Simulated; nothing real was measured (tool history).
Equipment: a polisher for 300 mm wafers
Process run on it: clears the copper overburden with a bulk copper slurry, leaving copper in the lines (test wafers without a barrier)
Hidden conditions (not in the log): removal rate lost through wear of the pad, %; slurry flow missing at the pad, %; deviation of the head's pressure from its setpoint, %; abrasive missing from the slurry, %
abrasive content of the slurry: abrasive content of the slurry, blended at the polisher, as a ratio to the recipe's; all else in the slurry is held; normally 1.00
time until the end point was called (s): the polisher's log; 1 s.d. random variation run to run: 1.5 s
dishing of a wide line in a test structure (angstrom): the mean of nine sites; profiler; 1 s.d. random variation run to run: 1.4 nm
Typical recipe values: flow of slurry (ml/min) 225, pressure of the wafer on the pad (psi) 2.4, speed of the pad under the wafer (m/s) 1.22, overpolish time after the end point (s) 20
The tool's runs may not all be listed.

run	day	flow of slurry (ml/min)	pressure of the wafer on the pad (psi)	speed of the pad under the wafer (m/s)	abrasive content of the slurry	overpolish time after the end point (s)	wafers since the last listed run	wafers polished on this pad	hours since the slurry nozzle was cleaned	hours since the head pressure was calibrated	hours since the slurry blender was calibrated	incoming thickness of the incoming film, nm	time until the end point was called (s)	dishing of a wide line in a test structure (angstrom)
1	0.000	225	2.4	1.32	1.00	20	0	1628	172.1	690.7	128.3	917.2	81.9	1121
# day 1.229: worn pad replaced by a new one
2	2.692	225	2.4	1.32	1.00	20	429	248	236.7	755.3	192.9	927.8	83.5	1154
3	4.483	225	3.0	1.22	1.00	20	305	553	279.7	798.3	235.9	926.2	75.1	1268
# day 5.408: head pressure recalibrated
4	7.133	225	3.0	1.22	1.00	20	437	990	343.3	41.4	299.5	941.9	74.7	1268
# day 9.304: slurry blender recalibrated
5	9.446	225	3.0	1.22	1.00	20	379	1370	398.8	96.9	3.4	935.6	72.5	1288
# day 10.088: worn pad replaced by a new one
6	11.300	225	2.4	1.22	1.00	23	287	206	443.3	141.4	47.9	914.5	90.3	1164
# day 12.325: slurry nozzle cleaned
7	13.583	225	2.4	1.22	1.00	23	381	588	30.2	196.2	102.7	923.3	89.5	1185
8	15.992	225	2.4	1.22	0.80	20	410	998	88.0	254.0	160.5	921.8	97.6	1042
9	17.504	225	2.4	1.22	0.80	20	257	1255	124.3	290.3	196.8	929.3	93.7	1061
# day 18.883: worn pad replaced by a new one
10	21.138	225	3.0	1.22	1.00	20	590	383	211.5	377.5	284.0	936.0	75.0	1254
# day 23.362: slurry blender recalibrated
11	23.438	155	2.4	1.36	1.00	10	377	760	266.7	432.7	1.8	935.6	90.6	732
12	26.329	225	2.4	1.00	1.00	15	492	1253	336.1	502.1	71.2	937.0	101.3	858
13	28.833	225	2.1	1.52	0.75	20	426	1679	396.2	562.2	131.3	935.9	96.1	1016
# day 29.892: worn pad replaced by a new one
14	30.733	225	2.6	0.84	1.10	20	295	143	441.8	607.8	176.9	930.0	104.6	1039

Predict the results of run 15:
# day 31.183: slurry nozzle cleaned
15	32.929	225	2.4	1.00	1.00	15	366	510	41.9	660.5	229.6	923.3	?	?

Run 15 came out at time until the end point was called (s) 98.7, dishing of a wide line in a test structure (angstrom) 874.
With the hidden condition absent and the run-to-run variation left alone, this run would have shown time until the end point was called (s) 98.7, dishing of a wide line in a test structure (angstrom) 874.
